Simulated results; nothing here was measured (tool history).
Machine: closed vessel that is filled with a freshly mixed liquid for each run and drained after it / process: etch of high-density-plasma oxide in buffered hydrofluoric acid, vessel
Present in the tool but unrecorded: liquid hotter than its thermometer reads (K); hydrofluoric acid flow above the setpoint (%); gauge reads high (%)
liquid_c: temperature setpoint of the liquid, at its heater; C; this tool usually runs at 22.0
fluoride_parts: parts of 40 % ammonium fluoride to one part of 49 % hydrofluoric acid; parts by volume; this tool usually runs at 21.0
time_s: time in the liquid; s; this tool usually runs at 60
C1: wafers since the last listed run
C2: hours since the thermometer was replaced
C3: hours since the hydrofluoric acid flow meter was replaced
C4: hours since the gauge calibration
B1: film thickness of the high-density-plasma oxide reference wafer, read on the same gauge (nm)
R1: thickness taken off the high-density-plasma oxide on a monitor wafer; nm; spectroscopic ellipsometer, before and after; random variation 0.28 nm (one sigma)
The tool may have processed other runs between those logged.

Run 1, hour 0.0: usual settings; C1 0; C2 2276.6; C3 912.4; C4 15.9; B1 50.11. Result: R1 47.59 nm.
Run 2, hour 37.1: usual settings; C1 4237; C2 2313.7; C3 949.5; C4 53.0; B1 49.88. Result: R1 47.73 nm.
Run 3, hour 56.2: usual settings; C1 2181; C2 2332.8; C3 968.6; C4 72.1; B1 49.80. Result: R1 47.94 nm.
Run 4, hour 75.1: usual settings; C1 2158; C2 2351.7; C3 987.5; C4 91.0; B1 49.69. Result: R1 47.98 nm.
Run 5, hour 110.7: usual settings; C1 4066; C2 2387.3; C3 1023.1; C4 126.6; B1 49.60. Result: R1 47.56 nm.
Run 6, hour 136.9: usual settings; C1 2992; C2 2413.5; C3 1049.3; C4 152.8; B1 49.45. Result: R1 47.69 nm.
Run 7, hour 239.5: usual settings; C1 11719; C2 2516.1; C3 1151.9; C4 255.4; B1 49.24. Result: R1 47.24 nm.
Run 8, hour 255.1: usual settings; C1 1781; C2 2531.7; C3 1167.5; C4 271.0; B1 49.17. Result: R1 46.71 nm.
Run 9, hour 284.9: usual settings; C1 3403; C2 2561.5; C3 1197.3; C4 300.8; B1 49.22. Result: R1 47.05 nm.
Run 10, hour 320.8: usual settings; C1 4100; C2 2597.4; C3 1233.2; C4 336.7; B1 49.11. Result: R1 46.81 nm.
Run 11, hour 349.0: usual settings; C1 3221; C2 2625.6; C3 1261.4; C4 364.9; B1 49.06. Result: R1 47.20 nm.
Run 12, hour 374.8: usual settings; C1 2946; C2 2651.4; C3 1287.2; C4 390.7; B1 49.07. Result: R1 46.90 nm.
At hour 412.4: thermometer replaced.
Run 13, hour 480.4: usual settings but fluoride_parts 25.5 parts by volume; C1 11947; C2 68.0; C3 1392.8; C4 496.3; B1 48.97. Result: R1 41.44 nm.
Run 14, hour 510.5: usual settings but fluoride_parts 25.5 parts by volume; C1 3438; C2 98.1; C3 1422.9; C4 526.4; B1 48.97. Result: R1 41.07 nm.
Run 15, hour 530.5: usual settings but fluoride_parts 25.5 parts by volume; C1 2284; C2 118.1; C3 1442.9; C4 546.4; B1 48.92. Result: R1 41.05 nm.
Run 16, hour 560.6: usual settings but liquid_c 18.5 C; C1 3438; C2 148.2; C3 1473.0; C4 576.5; B1 48.90. Result: R1 38.78 nm.
Run 17, hour 590.8: usual settings; C1 3449; C2 178.4; C3 1503.2; C4 606.7; B1 48.93. Result: R1 46.97 nm.
Run 18, hour 606.5: usual settings but liquid_c 17.0 C, fluoride_parts 15.0 parts by volume, time_s 35 s; C1 1793; C2 194.1; C3 1518.9; C4 622.4; B1 48.95. Result: R1 28.27 nm.
Run 19, hour 637.1: usual settings but fluoride_parts 13.5 parts by volume; C1 3495; C2 224.7; C3 1549.5; C4 653.0; B1 48.88. Result: R1 71.30 nm.
Run 20, hour 649.9: usual settings; C1 1462; C2 237.5; C3 1562.3; C4 665.8; B1 48.89. Result: R1 46.97 nm.
Run 21, hour 669.7: usual settings but liquid_c 19.0 C, fluoride_parts 16.0 parts by volume, time_s 75 s; C1 2261; C2 257.3; C3 1582.1; C4 685.6; B1 48.89. Result: R1 64.01 nm.
At hour 697.4: hydrofluoric acid flow meter replaced.
At hour 702.5: gauge calibrated.
Run 22, hour 721.1: usual settings but fluoride_parts 13.5 parts by volume, time_s 35 s; C1 5756; C2 308.7; C3 23.7; C4 18.6; B1 49.96. Result: R1 42.19 nm.
Run 23, hour 744.4: usual settings but time_s 45 s; C1 2661; C2 332.0; C3 47.0; C4 41.9; B1 49.77. Result: R1 35.72 nm.
Run 24, hour 766.1: usual settings but liquid_c 17.5 C, fluoride_parts 16.5 parts by volume; C1 2478; C2 353.7; C3 68.7; C4 63.6; B1 49.62. Result: R1 46.61 nm.
Run 25, hour 795.0: usual settings but liquid_c 19.5 C, time_s 95 s; C1 3301; C2 382.6; C3 97.6; C4 92.5; B1 49.48. Result: R1 65.42 nm.
Run 26, hour 829.7: usual settings but liquid_c 18.0 C, fluoride_parts 24.5 parts by volume, time_s 90 s; C1 3963; C2 417.3; C3 132.3; C4 127.2; B1 49.42. Result: R1 50.82 nm.
Run 27, hour 849.2: usual settings but fluoride_parts 25.5 parts by volume, time_s 50 s; C1 2227; C2 436.8; C3 151.8; C4 146.7; B1 49.35. Result: R1 34.51 nm.
Run 28, hour 878.3: usual settings; C1 3323; C2 465.9; C3 180.9; C4 175.8; B1 49.27. Result: R1 47.50 nm.
Run 29, hour 894.9: usual settings; C1 1896; C2 482.5; C3 197.5; C4 192.4; B1 49.21. Result: R1 47.36 nm.
Run 30, hour 917.2: usual settings; C1 2547; C2 504.8; C3 219.8; C4 214.7; B1 49.14. Result: R1 46.72 nm.
Run 31, hour 942.7: usual settings but liquid_c 17.5 C; C1 2912; C2 530.3; C3 245.3; C4 240.2; B1 49.10. Result: R1 36.52 nm.

Branching from run 31: 3 alternative next runs. What would each branch give?
Run A, hour 943.4: usual settings but liquid_c 19.0 C; C1 79; C2 531.0; C3 246.0; C4 240.9; B1 ?. Result: R1 ?.
Run B, hour 943.4: usual settings but liquid_c 18.0 C, fluoride_parts 29.5 parts by volume, time_s 70 s; C1 79; C2 531.0; C3 246.0; C4 240.9; B1 ?. Result: R1 ?.
Run C, hour 943.4: usual settings but liquid_c 19.0 C, time_s 75 s; C1 79; C2 531.0; C3 246.0; C4 240.9; B1 ?. Result: R1 ?.

run     B1     R1
  A  49.09  39.43
  B  49.09  34.35
  C  49.09  49.29
Had the tool no hidden state, the same runs would have come out as:
run     R1
  A  40.15
  B  34.98
  C  50.19
